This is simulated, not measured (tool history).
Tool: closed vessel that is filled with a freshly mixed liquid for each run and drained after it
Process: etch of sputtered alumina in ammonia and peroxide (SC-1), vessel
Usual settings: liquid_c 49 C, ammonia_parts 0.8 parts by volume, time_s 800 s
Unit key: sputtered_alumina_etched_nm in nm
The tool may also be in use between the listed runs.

run	hour	liquid_c	ammonia_parts	time_s	wafers since the last listed run	hours since the thermometer was replaced	hours since the ammonia flow meter was replaced	hours since the drum of ammonia solution was connected	hours since the gauge calibration	read-back film thickness of the sputtered alumina reference wafer, read on the same gauge (nm)	sputtered_alumina_etched_nm
1	0	49	0.8	800	0	866.3	293.7	596.1	111.5	120	55.51
2	15.3	49	0.8	800	702	881.6	309	611.4	126.8	120	55.52
3	30.3	49	0.8	800	688	896.6	324	626.4	141.8	119.99	55.53
4	38.4	49	0.8	800	371	904.7	332.1	634.5	149.9	120	55.68
5	56.1	49	0.8	800	812	922.4	349.8	652.2	167.6	120.01	55.61
6	69.1	49	0.8	800	596	935.4	362.8	665.2	180.6	119.98	55.87
7	81.6	49	0.8	800	573	947.9	375.3	677.7	193.1	120.01	55.79
8	97.3	49	0.8	800	720	963.6	391	693.4	208.8	120.01	55.75
9	107	49	0.8	800	445	973.3	400.7	703.1	218.5	120.01	55.72
10	122.6	49	0.8	800	716	988.9	416.3	718.7	234.1	120.01	55.75
# hour 144.3: new drum of ammonia solution connected
11	164.6	49	0.8	800	1882	1030.9	458.3	20.3	276.1	120	56.02
12	175.5	49	0.8	800	500	1041.8	469.2	31.2	287	120	56.04
13	192.3	49	0.8	325	771	1058.6	486	48	303.8	120	22.78
14	205.5	49	0.55	385	605	1071.8	499.2	61.2	317	120	26.08
# hour 212: gauge calibrated
15	212.7	49	0.8	800	330	1079	506.4	68.4	0.7	120	56.1
16	220.1	59	1.2	490	339	1086.4	513.8	75.8	8.1	120.01	60.74
17	235.4	51.5	0.5	800	702	1101.7	529.1	91.1	23.4	120.02	61.31
# hour 240: ammonia flow meter replaced
18	241.6	49	0.8	800	238	1107.9	1.6	97.3	29.6	120	56.89
19	248.9	40	0.8	800	335	1115.2	8.9	104.6	36.9	119.99	34.17
# hour 253.3: thermometer replaced
20	263	40.5	0.8	1190	601	9.7	23	118.7	51	120	47.55
21	280.5	49	0.45	800	803	27.2	40.5	136.2	68.5	120.01	49.4
22	294.3	52.5	0.8	800	633	41	54.3	150	82.3	120	63.02
23	302.9	44	1.15	325	394	49.6	62.9	158.6	90.9	120	16.51
24	319.9	49	0.8	800	780	66.6	79.9	175.6	107.9	119.99	52.18
25	334.4	53	0.8	800	665	81.1	94.4	190.1	122.4	120.01	64.82

What if the next run were any one of these 3? Each begins from the tool's condition after run 25:
A	335.3	49	0.8	800	41	82	95.3	191	123.3	?	?
B	335.3	41.5	1.05	1070	41	82	95.3	191	123.3	?	?
C	335.3	49	0.8	1095	41	82	95.3	191	123.3	?	?

run	read-back film thickness of the sputtered alumina reference wafer, read on the same gauge (nm)	sputtered_alumina_etched_nm
A	120.01	52.23
B	120.01	46.83
C	120.01	71.49
What these runs would have given with no unlogged condition in the tool:
run	sputtered_alumina_etched_nm
A	51.99
B	46.59
C	71.16
